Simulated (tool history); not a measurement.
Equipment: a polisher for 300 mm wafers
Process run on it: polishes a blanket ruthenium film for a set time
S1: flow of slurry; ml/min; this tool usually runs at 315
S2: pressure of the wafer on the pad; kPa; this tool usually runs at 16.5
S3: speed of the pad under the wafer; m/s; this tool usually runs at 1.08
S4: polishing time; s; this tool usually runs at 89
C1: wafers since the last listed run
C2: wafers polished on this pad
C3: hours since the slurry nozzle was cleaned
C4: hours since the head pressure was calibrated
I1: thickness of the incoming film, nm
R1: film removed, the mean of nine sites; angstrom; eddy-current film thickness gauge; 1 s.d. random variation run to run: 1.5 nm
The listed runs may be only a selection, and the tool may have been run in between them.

run,hour,S1,S2,S3,S4,C1,C2,C3,C4,I1,R1
1,0,250,16.5,1.08,89,0,295,90.1,1054.7,544,1108
2,14.9,315,16.5,1.08,89,174,469,105,1069.6,537.1,1119
3,27.4,315,16.5,1.08,89,146,616,117.5,1082.1,541.7,1123
4,36.1,315,16.5,1.08,89,101,718,126.2,1090.8,533.5,1142
5,48.8,315,16.5,1.08,89,148,866,138.9,1103.5,529.4,1125
# hour 52.8: worn pad replaced by a new one
6,57.1,315,16.5,1.08,89,50,50,147.2,1111.8,542.9,1125
7,66.1,315,16.5,1.08,89,105,155,156.2,1120.8,538,1131
# hour 118.5: head pressure recalibrated
8,119.8,315,16.5,1.08,89,605,760,209.9,1.3,539.3,1135
# hour 135.5: worn pad replaced by a new one
9,137,315,16.5,1.08,89,154,17,227.1,18.5,549.8,1169
10,143.2,315,16.5,0.88,89,72,89,233.3,24.7,540.9,966
# hour 144.7: slurry nozzle cleaned
11,154.6,315,16.5,0.88,89,121,211,9.9,36.1,548.3,968
12,168.8,390,19.3,1.42,89,166,377,24.1,50.3,538.1,1695
13,183.2,415,16.5,0.9,73,168,546,38.5,64.7,529.2,813
14,198.6,345,21.4,0.84,114,180,726,53.9,80.1,537.6,1506
# hour 204.9: worn pad replaced by a new one
15,211.7,280,16.5,0.8,61,106,80,67,93.2,540.4,597
16,224.5,315,16.5,1.08,89,149,229,79.8,106,545.3,1144
17,238.8,255,11.7,1.18,104,167,397,94.1,120.3,540.6,983
18,248.7,235,16.5,1.08,63,115,513,104,130.2,535.5,778

Run 19, settings as shown, results not yet in. Your forecast:
19,255,220,20,0.98,89,73,586,110.3,136.5,537.4,?

{"run 19": {"R1": 1225}}
Had the tool carried no hidden state, the very same run would have given R1 1225 angstrom.

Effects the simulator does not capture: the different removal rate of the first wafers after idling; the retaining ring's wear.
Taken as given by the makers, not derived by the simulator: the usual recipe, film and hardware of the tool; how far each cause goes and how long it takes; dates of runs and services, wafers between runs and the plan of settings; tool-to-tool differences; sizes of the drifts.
